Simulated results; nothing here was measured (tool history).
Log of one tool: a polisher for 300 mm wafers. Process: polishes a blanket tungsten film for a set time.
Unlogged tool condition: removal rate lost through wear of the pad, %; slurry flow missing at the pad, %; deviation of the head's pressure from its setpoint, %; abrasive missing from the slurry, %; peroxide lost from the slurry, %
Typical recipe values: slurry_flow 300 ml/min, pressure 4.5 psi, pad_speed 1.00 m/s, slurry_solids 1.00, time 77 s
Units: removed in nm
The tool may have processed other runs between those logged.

run   hour  slurry_flow  pressure  pad_speed  slurry_solids  time  wafers since the last listed run  wafers polished on this pad  hours since the slurry nozzle was cleaned  hours since the head pressure was calibrated  hours since the slurry blender was calibrated  hours since the slurry got fresh peroxide  incoming thickness of the incoming film, nm  removed
  1    0.0          300       3.8       1.00           1.00    77                                 0                          952                                      151.8                                         433.2                                          149.2                                      123.7                                       1412.5    315.6
      16.0  -- worn pad replaced by a new one
  2   24.2          300       3.8       1.00           1.00    77                               137                           55                                      176.0                                         457.4                                          173.4                                      147.9                                       1381.1    317.3
  3   55.2          300       4.5       0.78           1.00    77                               210                          265                                      207.0                                         488.4                                          204.4                                      178.9                                       1399.0    279.5
      57.4  -- slurry tank refilled with fresh slurry and peroxide
  4   73.2          300       4.5       0.78           1.00    77                               115                          381                                      225.0                                         506.4                                          222.4                                       15.8                                       1411.7    313.4
  5   91.0          300       4.5       1.00           1.00    77                               120                          501                                      242.8                                         524.2                                          240.2                                       33.6                                       1407.6    392.4
      95.1  -- slurry blender recalibrated
  6  104.4          300       4.5       1.00           1.00    77                                77                          579                                      256.2                                         537.6                                            9.3                                       47.0                                       1420.8    397.8
     110.6  -- head pressure recalibrated
  7  117.0          300       4.5       1.00           1.00    77                                71                          651                                      268.8                                           6.4                                           21.9                                       59.6                                       1420.3    395.3
  8  136.2          300       4.5       1.00           1.00    77                               130                          781                                      288.0                                          25.6                                           41.1                                       78.8                                       1419.8    391.0
  9  149.2          300       4.5       1.00           1.00    77                                88                          869                                      301.0                                          38.6                                           54.1                                       91.8                                       1401.9    381.2
 10  179.8          400       4.5       1.00           1.00    77                               207                         1077                                      331.6                                          69.2                                           84.7                                      122.4                                       1401.9    391.9
     196.9  -- worn pad replaced by a new one
 11  199.0          300       4.5       1.00           1.00    77                               103                           14                                      350.8                                          88.4                                          103.9                                      141.6                                       1383.5    371.3
 12  227.4          300       4.5       1.20           1.00    77                               192                          207                                      379.2                                         116.8                                          132.3                                      170.0                                       1396.1    431.8
     239.1  -- slurry tank refilled with fresh slurry and peroxide
 13  261.6          300       4.5       1.00           1.00    77                               225                          432                                      413.4                                         151.0                                          166.5                                       22.5                                       1393.4    403.4
 14  280.0          270       4.5       0.90           0.75    95                               124                          557                                      431.8                                         169.4                                          184.9                                       40.9                                       1428.6    404.7
 15  315.9          300       4.5       1.00           1.00    77                               243                          800                                      467.7                                         205.3                                          220.8                                       76.8                                       1407.7    382.1
     348.0  -- worn pad replaced by a new one
 16  348.5          240       4.5       1.00           1.00    77                               194                            3                                      500.3                                         237.9                                          253.4                                      109.4                                       1409.1    374.2
     362.9  -- slurry blender recalibrated
 17  372.8          300       4.5       1.00           1.00    77                               151                          154                                      524.6                                         262.2                                            9.9                                      133.7                                       1400.6    372.8
     400.4  -- slurry nozzle cleaned
 18  405.4          300       4.5       1.00           1.00    77                               214                          368                                        5.0                                         294.8                                           42.5                                      166.3                                       1389.6    365.0
 19  418.9          300       4.5       1.00           1.00    77                                91                          460                                       18.5                                         308.3                                           56.0                                      179.8                                       1397.2    355.7
     428.6  -- slurry tank refilled with fresh slurry and peroxide
 20  439.2          205       4.5       1.00           1.00    88                               130                          591                                       38.8                                         328.6                                           76.3                                       10.6                                       1382.1    439.7
 21  452.6          300       4.5       1.00           1.00    77                                90                          682                                       52.2                                         342.0                                           89.7                                       24.0                                       1403.3    398.8
 22  486.9          300       4.5       1.28           1.30    77                               232                          915                                       86.5                                         376.3                                          124.0                                       58.3                                       1409.6    537.6
     496.9  -- worn pad replaced by a new one
 23  516.7          365       4.5       1.00           1.00    77                               175                          134                                      116.3                                         406.1                                          153.8                                       88.1                                       1403.8    391.1
 24  530.4          250       3.4       1.34           1.25    77                                92                          227                                      130.0                                         419.8                                          167.5                                      101.8                                       1374.9    400.5
 25  545.6          300       4.5       0.70           1.00    77                               103                          330                                      145.2                                         435.0                                          182.7                                      117.0                                       1402.2    266.4
 26  574.1          300       6.0       1.00           0.85    77                               193                          523                                      173.7                                         463.5                                          211.2                                      145.5                                       1406.1    471.2

What differs in the tool's unlogged condition from the final listed run ahead of each entry between runs to the first listed run following it?
Runs 1 to 2: worn pad replaced by a new one (hour 16.0)
  peroxide lost from the slurry, %: 19.3 -> 22.9
  measured value less the no-hidden-state value, removed: -27.5 -> -34.1 nm
Runs 3 to 4: slurry tank refilled with fresh slurry and peroxide (hour 57.4)
  peroxide lost from the slurry, %: 27.6 -> 3.96
  measured value less the no-hidden-state value, removed: -38.1 -> -4.8 nm
Runs 5 to 6: slurry blender recalibrated (hour 95.1)
  peroxide lost from the slurry, %: 6.62 -> 8.62
  measured value less the no-hidden-state value, removed: -10.4 -> -14.0 nm
Runs 6 to 7: head pressure recalibrated (hour 110.6)
  peroxide lost from the slurry, %: 8.62 -> 10.5
  measured value less the no-hidden-state value, removed: -14.0 -> -17.2 nm
Runs 10 to 11: worn pad replaced by a new one (hour 196.9)
  peroxide lost from the slurry, %: 19.9 -> 22.7
  measured value less the no-hidden-state value, removed: -35.3 -> -39.5 nm
Runs 12 to 13: slurry tank refilled with fresh slurry and peroxide (hour 239.1)
  peroxide lost from the slurry, %: 27 -> 5.69
  measured value less the no-hidden-state value, removed: -57.2 -> -9.1 nm
Runs 15 to 16: worn pad replaced by a new one (hour 348.0)
  peroxide lost from the slurry, %: 13.8 -> 18.7
  measured value less the no-hidden-state value, removed: -22.5 -> -31.3 nm
Runs 16 to 17: slurry blender recalibrated (hour 362.9)
  peroxide lost from the slurry, %: 18.7 -> 22.3
  measured value less the no-hidden-state value, removed: -31.3 -> -38.8 nm
Runs 17 to 18: slurry nozzle cleaned (hour 400.4)
  peroxide lost from the slurry, %: 22.3 -> 27.2
  measured value less the no-hidden-state value, removed: -38.8 -> -48.8 nm
Runs 19 to 20: slurry tank refilled with fresh slurry and peroxide (hour 428.6)
  peroxide lost from the slurry, %: 29.2 -> 4.56
  measured value less the no-hidden-state value, removed: -52.2 -> -7.9 nm
Runs 22 to 23: worn pad replaced by a new one (hour 496.9)
  peroxide lost from the slurry, %: 11.7 -> 16.1
  measured value less the no-hidden-state value, removed: -26.3 -> -27.6 nm
